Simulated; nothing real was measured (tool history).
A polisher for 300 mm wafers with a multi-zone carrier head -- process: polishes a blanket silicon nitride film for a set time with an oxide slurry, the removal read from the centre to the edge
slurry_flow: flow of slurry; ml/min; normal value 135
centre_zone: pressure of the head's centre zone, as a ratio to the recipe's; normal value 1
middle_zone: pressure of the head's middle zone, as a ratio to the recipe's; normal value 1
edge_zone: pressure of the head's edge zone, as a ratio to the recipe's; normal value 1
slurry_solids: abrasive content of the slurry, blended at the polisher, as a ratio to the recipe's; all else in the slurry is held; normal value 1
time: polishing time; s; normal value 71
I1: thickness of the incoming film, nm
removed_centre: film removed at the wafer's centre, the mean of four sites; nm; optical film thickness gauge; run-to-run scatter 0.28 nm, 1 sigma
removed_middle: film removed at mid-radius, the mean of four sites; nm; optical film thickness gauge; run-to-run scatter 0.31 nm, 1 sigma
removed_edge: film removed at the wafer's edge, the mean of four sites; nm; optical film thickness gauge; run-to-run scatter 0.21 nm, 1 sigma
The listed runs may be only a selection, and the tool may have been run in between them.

{"run": 1, "day": 0.0, "slurry_flow": 135, "centre_zone": 1, "middle_zone": 1, "edge_zone": 1.04, "slurry_solids": 1, "time": 71, "I1": 242.5, "removed_centre": 26.6, "removed_middle": 28.1, "removed_edge": 29.5}
{"run": 2, "day": 0.679, "slurry_flow": 135, "centre_zone": 1, "middle_zone": 1, "edge_zone": 0.95, "slurry_solids": 1, "time": 71, "I1": 239, "removed_centre": 27, "removed_middle": 28, "removed_edge": 28.2}
{"run": 3, "day": 1.096, "slurry_flow": 135, "centre_zone": 1, "middle_zone": 1, "edge_zone": 1, "slurry_solids": 0.9, "time": 66, "I1": 238.9, "removed_centre": 24.3, "removed_middle": 24.9, "removed_edge": 25.8}
{"day": 1.442, "done": "edge zone pressure recalibrated"}
{"run": 4, "day": 1.617, "slurry_flow": 150, "centre_zone": 1, "middle_zone": 1, "edge_zone": 1.1, "slurry_solids": 1, "time": 71, "I1": 241.2, "removed_centre": 27.7, "removed_middle": 28.7, "removed_edge": 31.1}
{"run": 5, "day": 2.238, "slurry_flow": 170, "centre_zone": 1, "middle_zone": 1, "edge_zone": 1, "slurry_solids": 1, "time": 57, "I1": 239.6, "removed_centre": 22.2, "removed_middle": 24, "removed_edge": 24}
{"run": 6, "day": 2.804, "slurry_flow": 155, "centre_zone": 1.06, "middle_zone": 0.9, "edge_zone": 1, "slurry_solids": 0.8, "time": 71, "I1": 241.5, "removed_centre": 27.4, "removed_middle": 24.7, "removed_edge": 27.4}
{"day": 3.067, "done": "centre zone pressure recalibrated"}
{"run": 7, "day": 3.192, "slurry_flow": 135, "centre_zone": 1, "middle_zone": 1, "edge_zone": 1, "slurry_solids": 1, "time": 65, "I1": 235.1, "removed_centre": 22.5, "removed_middle": 25.7, "removed_edge": 26.7}
{"run": 8, "day": 3.567, "slurry_flow": 135, "centre_zone": 1, "middle_zone": 1, "edge_zone": 0.92, "slurry_solids": 0.8, "time": 71, "I1": 240.9, "removed_centre": 22.6, "removed_middle": 25.9, "removed_edge": 26.1}
{"run": 9, "day": 4.988, "slurry_flow": 135, "centre_zone": 1, "middle_zone": 0.91, "edge_zone": 0.89, "slurry_solids": 1, "time": 71, "I1": 237.9, "removed_centre": 24.4, "removed_middle": 26, "removed_edge": 27.6}
{"day": 5.158, "done": "worn pad replaced by a new one"}
{"day": 5.383, "done": "centre zone pressure recalibrated, repeated, since the last time left the tool worse"}
{"run": 10, "day": 5.542, "slurry_flow": 135, "centre_zone": 1, "middle_zone": 1, "edge_zone": 1, "slurry_solids": 1, "time": 71, "I1": 238.4, "removed_centre": 29.1, "removed_middle": 27.9, "removed_edge": 29}
{"day": 5.983, "done": "carrier head's membrane replaced by a new one"}
{"day": 6.038, "done": "slurry nozzle cleaned"}
{"run": 11, "day": 6.058, "slurry_flow": 135, "centre_zone": 1, "middle_zone": 1, "edge_zone": 0.96, "slurry_solids": 1, "time": 54, "I1": 235.9, "removed_centre": 21.7, "removed_middle": 21.3, "removed_edge": 21.5}
{"run": 12, "day": 6.254, "slurry_flow": 135, "centre_zone": 1, "middle_zone": 1, "edge_zone": 1, "slurry_solids": 1, "time": 71, "I1": 238.3, "removed_centre": 28.6, "removed_middle": 28.5, "removed_edge": 28.9}
{"run": 13, "day": 6.962, "slurry_flow": 135, "centre_zone": 1, "middle_zone": 1, "edge_zone": 1, "slurry_solids": 1, "time": 71, "I1": 239.5, "removed_centre": 29, "removed_middle": 27.6, "removed_edge": 29.1}
{"run": 14, "day": 7.279, "slurry_flow": 135, "centre_zone": 1, "middle_zone": 0.91, "edge_zone": 1, "slurry_solids": 1.1, "time": 71, "I1": 237.8, "removed_centre": 29.9, "removed_middle": 27.1, "removed_edge": 29.9}
{"run": 15, "day": 7.65, "slurry_flow": 135, "centre_zone": 1, "middle_zone": 1, "edge_zone": 1, "slurry_solids": 1, "time": 71, "I1": 237.7, "removed_centre": 28.8, "removed_middle": 28.1, "removed_edge": 29}
{"run": 16, "day": 8.342, "slurry_flow": 135, "centre_zone": 1, "middle_zone": 1, "edge_zone": 1, "slurry_solids": 0.85, "time": 71, "I1": 239, "removed_centre": 27.1, "removed_middle": 25.9, "removed_edge": 27.5}
{"run": 17, "day": 10.275, "slurry_flow": 120, "centre_zone": 1, "middle_zone": 1, "edge_zone": 1, "slurry_solids": 1, "time": 71, "I1": 241.8, "removed_centre": 27.8, "removed_middle": 26.8, "removed_edge": 28.5}
{"run": 18, "day": 10.742, "slurry_flow": 175, "centre_zone": 1.04, "middle_zone": 0.89, "edge_zone": 1, "slurry_solids": 1, "time": 71, "I1": 244, "removed_centre": 31.3, "removed_middle": 27, "removed_edge": 30.2}
{"run": 19, "day": 11.079, "slurry_flow": 135, "centre_zone": 1, "middle_zone": 1, "edge_zone": 1, "slurry_solids": 1.25, "time": 71, "I1": 243.1, "removed_centre": 30.6, "removed_middle": 30.3, "removed_edge": 30.8}
{"day": 11.417, "done": "worn pad replaced by a new one"}
{"run": 20, "day": 11.438, "slurry_flow": 135, "centre_zone": 1, "middle_zone": 0.92, "edge_zone": 1.05, "slurry_solids": 1, "time": 94, "I1": 238, "removed_centre": 38.4, "removed_middle": 35.2, "removed_edge": 39.8}
{"run": 21, "day": 12.1, "slurry_flow": 135, "centre_zone": 1, "middle_zone": 0.95, "edge_zone": 1, "slurry_solids": 1.2, "time": 71, "I1": 240, "removed_centre": 29.6, "removed_middle": 28.2, "removed_edge": 31.2}

Predict each of these 4 candidate next runs independently; none follows another, all start after run 21:
{"run": "A", "day": 12.117, "slurry_flow": 135, "centre_zone": 1, "middle_zone": 1, "edge_zone": 1, "slurry_solids": 1, "time": 71, "I1": 244.1, "removed_centre": "?", "removed_middle": "?", "removed_edge": "?"}
{"run": "B", "day": 12.117, "slurry_flow": 95, "centre_zone": 1.07, "middle_zone": 1, "edge_zone": 1.03, "slurry_solids": 1.2, "time": 71, "I1": 244.1, "removed_centre": "?", "removed_middle": "?", "removed_edge": "?"}
{"run": "C", "day": 12.117, "slurry_flow": 95, "centre_zone": 1, "middle_zone": 0.92, "edge_zone": 1, "slurry_solids": 0.85, "time": 91, "I1": 244.1, "removed_centre": "?", "removed_middle": "?", "removed_edge": "?"}
{"run": "D", "day": 12.117, "slurry_flow": 135, "centre_zone": 1, "middle_zone": 1, "edge_zone": 1, "slurry_solids": 1, "time": 51, "I1": 244.1, "removed_centre": "?", "removed_middle": "?", "removed_edge": "?"}

run=A removed_centre=28.7 removed_middle=27.8 removed_edge=29.2
run=B removed_centre=28.9 removed_middle=26.7 removed_edge=29.3
run=C removed_centre=31.1 removed_middle=28.5 removed_edge=33.2
run=D removed_centre=20.6 removed_middle=20 removed_edge=21
Without the tool's unlogged condition, the same runs would have read:
run=A removed_centre=28.9 removed_middle=27.8 removed_edge=29.2
run=B removed_centre=29.1 removed_middle=26.7 removed_edge=29.3
run=C removed_centre=31.3 removed_middle=28.5 removed_edge=33.2
run=D removed_centre=20.8 removed_middle=20 removed_edge=21
